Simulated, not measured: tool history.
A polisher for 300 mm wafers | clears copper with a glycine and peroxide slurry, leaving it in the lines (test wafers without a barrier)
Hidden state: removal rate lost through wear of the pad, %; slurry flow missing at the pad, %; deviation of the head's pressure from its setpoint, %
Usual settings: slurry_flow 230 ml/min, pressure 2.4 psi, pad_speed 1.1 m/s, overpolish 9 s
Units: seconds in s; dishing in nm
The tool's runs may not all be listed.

run,hour,slurry_flow,pressure,pad_speed,overpolish,wafers since the last listed run,wafers polished on this pad,hours since the slurry nozzle was cleaned,hours since the head pressure was calibrated,"incoming thickness of the incoming film, nm",seconds,dishing
1,0,230,2.4,1.1,9,0,133,237.5,305.7,721.8,186.7,25.2
2,59.9,230,2.4,1.1,9,402,536,297.4,365.6,729.8,186.6,24.8
3,108.8,230,2.4,1.1,9,328,865,346.3,414.5,721,181.6,24.2
4,177.7,230,2.4,1.1,9,463,1329,415.2,483.4,729,184.2,25.1
5,204.7,230,2.4,1.1,9,181,1510,442.2,510.4,736,191.7,24.2
6,256.1,230,2.4,1.32,9,345,1856,493.6,561.8,725.5,169.5,27
7,299.3,230,2.8,1.1,6,290,2147,536.8,605,718.2,165.8,18.9
8,342.1,230,2.8,1.1,6,287,2435,579.6,647.8,730,168.4,19.4
9,369.7,230,2.8,1.1,6,185,2620,607.2,675.4,735.8,172.1,18.6
10,425.5,230,2.9,1.1,9,375,2996,663,731.2,731.8,160.2,28.2
# hour 469.3: worn pad replaced by a new one
# hour 568.1: slurry nozzle cleaned
11,627.5,230,2.9,1.1,9,1325,1057,59.4,933.2,725,157.6,28.4
12,696.5,230,2.9,1.1,9,464,1521,128.4,1002.2,726.8,155.3,28
13,754.4,230,2.4,1.1,9,389,1911,186.3,1060.1,730.3,186.5,24.8
14,818.6,230,2.4,1.1,9,431,2343,250.5,1124.3,724.2,182.1,25.1
15,885.8,295,2.4,1.1,5,452,2795,317.7,1191.5,721.4,184.4,15.1
16,922.4,260,2.8,1.3,11,246,3041,354.3,1228.1,723.1,148,33.2
# hour 945.9: head pressure recalibrated
# hour 958.2: worn pad replaced by a new one
17,967.7,305,2.9,1.1,9,264,63,399.6,21.8,728.4,153.3,28.7
18,1024.2,230,2.4,1.1,9,380,444,456.1,78.3,722.6,187.8,23.4
19,1065.1,230,2.4,1.1,12,275,719,497,119.2,728.2,193.3,29.6
20,1134,155,1.8,1.1,9,463,1182,565.9,188.1,725.8,281.6,17.4
21,1201.9,230,2.4,1.1,9,456,1639,633.8,256,716.9,193.1,23.9
# hour 1243.1: slurry nozzle cleaned
22,1243.6,275,2.4,1.4,6,273,1913,0.5,297.7,736.8,149,20.9
23,1267.6,230,2.4,1.1,9,161,2074,24.5,321.7,740.8,175.7,25.5
24,1298.9,205,2.1,1.1,9,210,2285,55.8,353,732.5,202,21.9
25,1329.7,260,2.4,1.1,12,207,2492,86.6,383.8,723.9,173,32
# hour 1363.7: worn pad replaced by a new one
26,1399.3,305,2.4,0.72,9,441,239,156.2,453.4,726.1,209.5,21.4
27,1467.7,230,2.4,1.1,9,460,699,224.6,521.8,717.8,184.2,24.7
28,1529.3,230,1.7,1.1,9,414,1114,286.2,583.4,718.8,243,20.6
29,1580.1,230,2.4,1.1,9,341,1456,337,634.2,736.9,189,24.4
30,1647.2,300,2.4,1.1,9,451,1907,404.1,701.3,730.9,183.7,25.6
31,1681.6,230,3,0.74,9,231,2138,438.5,735.7,731.9,195.1,25.2
32,1732.1,230,2.4,1.1,7,339,2478,489,786.2,719.9,189.9,18.5
33,1795.2,230,2.4,1,9,424,2902,552.1,849.3,732.9,210.1,23.5
# hour 1808.3: worn pad replaced by a new one
34,1860.1,195,3,1.44,7,409,348,617,914.2,713.5,138.6,25.2
35,1912.7,275,2.4,0.98,9,353,702,669.6,966.8,731,197.4,24.4

3 ways to go on from here, each from the tool as it stands after run 35. What would each give?
A,1913.2,230,2.4,1.1,9,3,705,670.1,967.3,711.3,?,?
B,1913.2,200,2.7,0.96,13,3,705,670.1,967.3,711.3,?,?
C,1913.2,230,2.4,0.96,9,3,705,670.1,967.3,711.3,?,?

run,seconds,dishing
A,192.5,24.9
B,194.2,33.5
C,206.8,23.5
Without the tool's hidden state the same runs would have given:
run,seconds,dishing
A,176,26.8
B,175.1,36.3
C,189,25.3
